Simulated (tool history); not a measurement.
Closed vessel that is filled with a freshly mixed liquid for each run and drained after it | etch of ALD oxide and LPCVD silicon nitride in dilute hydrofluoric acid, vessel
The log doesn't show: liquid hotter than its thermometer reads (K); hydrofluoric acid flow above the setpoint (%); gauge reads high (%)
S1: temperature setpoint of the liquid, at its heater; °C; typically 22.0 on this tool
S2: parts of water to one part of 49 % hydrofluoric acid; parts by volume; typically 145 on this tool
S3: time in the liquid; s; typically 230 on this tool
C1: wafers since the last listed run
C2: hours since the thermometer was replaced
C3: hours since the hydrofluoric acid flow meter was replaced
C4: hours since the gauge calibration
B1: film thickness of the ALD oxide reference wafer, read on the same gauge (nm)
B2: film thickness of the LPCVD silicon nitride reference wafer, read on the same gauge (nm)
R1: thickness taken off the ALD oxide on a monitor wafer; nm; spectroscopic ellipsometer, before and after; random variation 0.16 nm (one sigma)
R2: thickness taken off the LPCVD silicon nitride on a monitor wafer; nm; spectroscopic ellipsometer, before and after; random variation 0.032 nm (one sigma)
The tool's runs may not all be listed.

| run | hour | S1 | S2 | S3 | C1 | C2 | C3 | C4 | B1 | B2 | R1 | R2 |
|---|---|---|---|---|---|---|---|---|---|---|---|---|
| 1 | 0.0 | 22.0 | 145 | 230 | 0 | 7.3 | 1123.5 | 966.8 | 126.03 | 83.975 | 23.52 | 0.851 |
| 2 | 104.7 | 22.0 | 145 | 230 | 8410 | 112.0 | 1228.2 | 1071.5 | 126.34 | 84.221 | 24.06 | 0.859 |
| 3 | 176.0 | 22.0 | 145 | 230 | 5727 | 183.3 | 1299.5 | 1142.8 | 126.58 | 84.316 | 24.24 | 0.859 |
| 4 | 450.6 | 22.0 | 145 | 230 | 22057 | 457.9 | 1574.1 | 1417.4 | 127.23 | 84.805 | 24.03 | 0.874 |
| 5 | 729.4 | 18.0 | 115 | 230 | 22394 | 736.7 | 1852.9 | 1696.2 | 127.76 | 85.110 | 26.74 | 0.774 |
| 6 | 779.1 | 22.0 | 145 | 230 | 3992 | 786.4 | 1902.6 | 1745.9 | 127.79 | 85.160 | 23.99 | 0.846 |
| 7 | 881.5 | 22.0 | 145 | 230 | 8225 | 888.8 | 2005.0 | 1848.3 | 127.95 | 85.286 | 24.23 | 0.845 |
|  | 937.4 | thermometer replaced |
| 8 | 989.5 | 22.0 | 145 | 230 | 8594 | 52.1 | 2113.0 | 1956.3 | 128.04 | 85.366 | 24.33 | 0.811 |
| 9 | 1091.7 | 22.0 | 120 | 230 | 8209 | 154.3 | 2215.2 | 2058.5 | 128.17 | 85.460 | 30.28 | 1.066 |
| 10 | 1185.1 | 22.0 | 145 | 230 | 7502 | 247.7 | 2308.6 | 2151.9 | 128.26 | 85.511 | 24.31 | 0.844 |
|  | 1195.9 | hydrofluoric acid flow meter replaced |
| 11 | 1288.0 | 22.0 | 195 | 100 | 8185 | 350.6 | 92.1 | 2254.8 | 128.34 | 85.625 | 7.44 | 0.278 |
| 12 | 1337.6 | 22.0 | 145 | 190 | 3984 | 400.2 | 141.7 | 2304.4 | 128.43 | 85.624 | 20.13 | 0.671 |
| 13 | 1397.2 | 17.0 | 105 | 155 | 4787 | 459.8 | 201.3 | 2364.0 | 128.43 | 85.623 | 19.11 | 0.592 |
|  | 1448.2 | gauge calibrated |
| 14 | 1483.9 | 25.0 | 145 | 330 | 6964 | 546.5 | 288.0 | 35.7 | 120.41 | 80.250 | 36.72 | 1.436 |
| 15 | 1563.1 | 22.0 | 200 | 230 | 6361 | 625.7 | 367.2 | 114.9 | 121.11 | 80.704 | 15.48 | 0.617 |
| 16 | 1610.8 | 22.0 | 145 | 100 | 3831 | 673.4 | 414.9 | 162.6 | 121.48 | 80.999 | 10.02 | 0.332 |
| 17 | 1652.9 | 22.0 | 180 | 230 | 3381 | 715.5 | 457.0 | 204.7 | 121.79 | 81.239 | 17.82 | 0.700 |
| 18 | 1751.8 | 22.0 | 145 | 230 | 7944 | 814.4 | 555.9 | 303.6 | 122.55 | 81.681 | 23.22 | 0.808 |
| 19 | 1801.6 | 24.0 | 145 | 230 | 4000 | 864.2 | 605.7 | 353.4 | 122.88 | 81.869 | 25.24 | 0.971 |
| 20 | 1887.8 | 17.0 | 145 | 230 | 6924 | 950.4 | 691.9 | 439.6 | 123.45 | 82.306 | 19.20 | 0.586 |
| 21 | 1983.1 | 19.5 | 145 | 230 | 7655 | 1045.7 | 787.2 | 534.9 | 123.95 | 82.621 | 21.20 | 0.689 |
| 22 | 2082.8 | 22.0 | 175 | 230 | 8008 | 1145.4 | 886.9 | 634.6 | 124.42 | 82.944 | 18.80 | 0.726 |
| 23 | 2134.7 | 22.0 | 145 | 230 | 4168 | 1197.3 | 938.8 | 686.5 | 124.70 | 83.105 | 23.68 | 0.884 |
|  | 2165.2 | thermometer replaced |
| 24 | 2181.4 | 22.0 | 145 | 230 | 3670 | 16.2 | 985.5 | 733.2 | 124.90 | 83.211 | 23.61 | 0.825 |
| 25 | 2229.7 | 22.0 | 175 | 230 | 3879 | 64.5 | 1033.8 | 781.5 | 125.07 | 83.407 | 19.04 | 0.709 |
| 26 | 2302.5 | 22.0 | 145 | 230 | 5847 | 137.3 | 1106.6 | 854.3 | 125.38 | 83.597 | 23.69 | 0.846 |

For each entry between runs, how does the tool's hidden state at the last listed run before it compare with that at the first listed run after it?
Logged between run 7 and run 8: thermometer replaced (hour 937.4)
  gauge reads high (%): 6.61 -> 6.73
  measured less the result without the state, R1: +1.50 -> +1.54 nm; R2: +0.052 -> +0.052 nm
Logged between run 10 and run 11: hydrofluoric acid flow meter replaced (hour 1195.9)
  gauge reads high (%): 6.9 -> 6.98
  measured less the result without the state, R1: +1.57 -> +0.49 nm; R2: +0.055 -> +0.018 nm
Logged between run 13 and run 14: gauge calibrated (hour 1448.2)
  gauge reads high (%): 7.05 -> 0.332
  measured less the result without the state, R1: +1.26 -> +0.12 nm; R2: +0.039 -> +0.004 nm
Logged between run 23 and run 24: thermometer replaced (hour 2165.2)
  gauge reads high (%): 3.91 -> 4.08
  measured less the result without the state, R1: +0.89 -> +0.92 nm; R2: +0.033 -> +0.032 nm
